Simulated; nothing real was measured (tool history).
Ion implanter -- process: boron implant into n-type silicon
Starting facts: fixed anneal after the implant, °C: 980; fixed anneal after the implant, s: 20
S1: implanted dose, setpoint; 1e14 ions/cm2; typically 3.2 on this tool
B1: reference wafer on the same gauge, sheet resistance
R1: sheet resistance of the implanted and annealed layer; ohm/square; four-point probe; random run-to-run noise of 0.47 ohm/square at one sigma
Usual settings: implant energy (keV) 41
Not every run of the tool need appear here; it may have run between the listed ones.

run 1 hour=0 | S1=3.2 implant_energy_(keV)=41 | B1=257.94 | R1=320.04
run 2 hour=19.9 | S1=3.2 implant_energy_(keV)=41 | B1=257.95 | R1=320.06
run 3 hour=34.1 | S1=3.2 implant_energy_(keV)=41 | B1=257.8 | R1=319.03
run 4 hour=49.8 | S1=3.2 implant_energy_(keV)=41 | B1=257.88 | R1=319.91
run 5 hour=65.6 | S1=3.2 implant_energy_(keV)=41 | B1=258.11 | R1=319.87
run 6 hour=115 | S1=3.2 implant_energy_(keV)=41 | B1=257.94 | R1=321.14
run 7 hour=137.5 | S1=3.2 implant_energy_(keV)=41 | B1=258 | R1=320.52
run 8 hour=169 | S1=3.2 implant_energy_(keV)=41 | B1=257.93 | R1=320.56
run 9 hour=262.8 | S1=3.78 implant_energy_(keV)=41 | B1=257.96 | R1=285.45
run 10 hour=298.2 | S1=3.78 implant_energy_(keV)=41 | B1=258.1 | R1=284.74
run 11 hour=329 | S1=3.2 implant_energy_(keV)=41 | B1=257.99 | R1=321.89
run 12 hour=346.3 | S1=3.2 implant_energy_(keV)=41 | B1=257.83 | R1=322.17
run 13 hour=366.1 | S1=3.2 implant_energy_(keV)=41 | B1=258.06 | R1=321.51
-- hour=401 Faraday cup replaced and dose calibrated
run 14 hour=401.5 | S1=3.2 implant_energy_(keV)=41 | B1=257.78 | R1=316.03
run 15 hour=423 | S1=3.2 implant_energy_(keV)=41 | B1=258.12 | R1=315.27
run 16 hour=458.2 | S1=3.7 implant_energy_(keV)=50 | B1=258.01 | R1=279.02
run 17 hour=491.4 | S1=2.96 implant_energy_(keV)=54 | B1=257.99 | R1=322.67
run 18 hour=506 | S1=3.2 implant_energy_(keV)=41 | B1=257.85 | R1=315.34
run 19 hour=522.9 | S1=3.2 implant_energy_(keV)=41 | B1=258.05 | R1=315.94
run 20 hour=535.6 | S1=3.62 implant_energy_(keV)=41 | B1=258.05 | R1=289.54
run 21 hour=558.2 | S1=3.2 implant_energy_(keV)=41 | B1=258.07 | R1=316.73
run 22 hour=581 | S1=3.2 implant_energy_(keV)=41 | B1=257.91 | R1=315.12
-- hour=589.9 extraction supply calibrated
run 23 hour=615.8 | S1=3.61 implant_energy_(keV)=36 | B1=258.01 | R1=292.75
run 24 hour=646.3 | S1=2.89 implant_energy_(keV)=35 | B1=257.97 | R1=345.14
run 25 hour=678.6 | S1=4.07 implant_energy_(keV)=41 | B1=257.72 | R1=265.04
-- hour=710.1 gauge calibrated
run 26 hour=772 | S1=3.55 implant_energy_(keV)=37.5 | B1=257.94 | R1=294.76
run 27 hour=790.3 | S1=2.31 implant_energy_(keV)=45.5 | B1=258.11 | R1=389.54
run 28 hour=817.7 | S1=2.63 implant_energy_(keV)=48 | B1=258.09 | R1=355.32
run 29 hour=844.8 | S1=3.2 implant_energy_(keV)=41 | B1=257.96 | R1=316.42
run 30 hour=871.5 | S1=2.57 implant_energy_(keV)=41 | B1=257.99 | R1=368.13
run 31 hour=940.5 | S1=3.2 implant_energy_(keV)=41 | B1=258.03 | R1=316.08
run 32 hour=965.3 | S1=2.66 implant_energy_(keV)=28.5 | B1=257.96 | R1=375.6
run 33 hour=998.7 | S1=2.39 implant_energy_(keV)=52 | B1=258.15 | R1=374.38
run 34 hour=1033.8 | S1=2.56 implant_energy_(keV)=41 | B1=258.01 | R1=369.56
run 35 hour=1118.5 | S1=2.4 implant_energy_(keV)=29.5 | B1=257.85 | R1=402.63
run 36 hour=1133.7 | S1=3.2 implant_energy_(keV)=41 | B1=257.96 | R1=316.51
run 37 hour=1158.9 | S1=2.71 implant_energy_(keV)=31 | B1=257.89 | R1=367

For some of the steps in R1 from one run to the next: how much would appear even if the tool had no hidden state, given the settings, what came in and random variation, and how much remains for the hidden state plus any gauge scatter that the measured result and the result without hidden state don't share?
Hidden conditions of the tool in this case: deviation of the true dose from the Faraday cup's reading, %; deviation of the true energy from its setpoint, %; gauge reads high (%).
Run 10 -> 11: S1 3.78 -> 3.2. R1 +37.15 ohm/square: hidden state +0.71, all else +36.44.
Run 13 -> 14: Faraday cup replaced and dose calibrated. R1 -5.48 ohm/square: hidden state -6.1, all else +0.62.
Run 24 -> 25: S1 2.89 -> 4.07, implant energy (keV) 35 -> 41. R1 -80.1 ohm/square: hidden state -0.01, all else -80.09.
Run 26 -> 27: S1 3.55 -> 2.31, implant energy (keV) 37.5 -> 45.5. R1 +94.78 ohm/square: hidden state +0.08, all else +94.7.
Run 34 -> 35: S1 2.56 -> 2.4, implant energy (keV) 41 -> 29.5. R1 +33.07 ohm/square: hidden state +0.38, all else +32.69.
Run 35 -> 36: S1 2.4 -> 3.2, implant energy (keV) 29.5 -> 41. R1 -86.12 ohm/square: hidden state -0.23, all else -85.89.
